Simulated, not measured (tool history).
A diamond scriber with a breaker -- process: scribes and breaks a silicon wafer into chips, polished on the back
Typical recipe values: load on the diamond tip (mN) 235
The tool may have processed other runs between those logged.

run	hour	load on the diamond tip (mN)	incoming depth of the damage left on the back of the incoming wafer, um	depth of the median crack under the scribed line (nm)	chips rejected at inspection after the break (%)
1	0.0	235	0.05	8820	1.31
2	101.2	235	0.02	9250	1.39
3	170.0	235	0.02	9670	1.21
4	233.2	235	0.04	9370	1.29
5	333.1	235	0.05	9370	1.44
# hour 362.8: load on the tip recalibrated
6	416.2	187	0.01	8930	1.33
# hour 464.3: diamond tip replaced by a new one
7	506.5	235	0.03	9950	1.75
8	552.8	235	0.02	9870	1.78
9	637.9	218	0.02	9350	1.49
10	717.0	281	0.02	10960	3.77
11	772.8	256	0.03	9940	2.62
# hour 801.8: load on the tip recalibrated, repeated, since the last time left the tool worse
12	867.9	285	0.04	9920	2.05
# hour 938.3: diamond tip replaced by a new one
13	942.0	285	0.03	9960	2.13
14	1032.5	285	0.04	10150	2.11
15	1087.3	203	0.04	8640	1.63
16	1138.4	196	0.01	8650	1.65
17	1207.3	235	0.03	9320	1.35
18	1307.1	200	0.03	8790	1.59
# hour 1418.4: load on the tip recalibrated
# hour 1438.9: diamond tip replaced by a new one
19	1600.3	235	0.04	9200	1.32
20	1642.5	282	0.02	10040	2.13
21	1682.4	280	0.03	9970	2.08
22	1742.7	277	0.02	10100	1.86
23	1791.7	235	0.02	9360	1.38
24	1855.1	235	0.01	9110	1.21
# hour 1903.4: diamond tip replaced by a new one
25	1930.4	298	0.05	10470	3.16
# hour 1963.0: load on the tip recalibrated
26	2045.6	195	0.03	8500	1.70
27	2135.9	171	0.04	7910	2.86
28	2201.5	235	0.02	9620	1.29
29	2287.5	303	0.02	10370	3.04
30	2383.4	275	0.02	9910	2.22

Here are 4 independent what-if runs from the current tool condition. What would each one return?
A	2384.1	235	0.03	?	?
B	2384.1	300	0.03	?	?
C	2384.1	194	0.03	?	?
D	2384.1	181	0.03	?	?

run	depth of the median crack under the scribed line (nm)	chips rejected at inspection after the break (%)
A	9380	1.20
B	10510	2.71
C	8620	1.51
D	8380	1.89
With no hidden state in the tool, these same runs would have given:
run	depth of the median crack under the scribed line (nm)	chips rejected at inspection after the break (%)
A	9190	1.16
B	10300	2.28
C	8450	1.76
D	8210	2.25
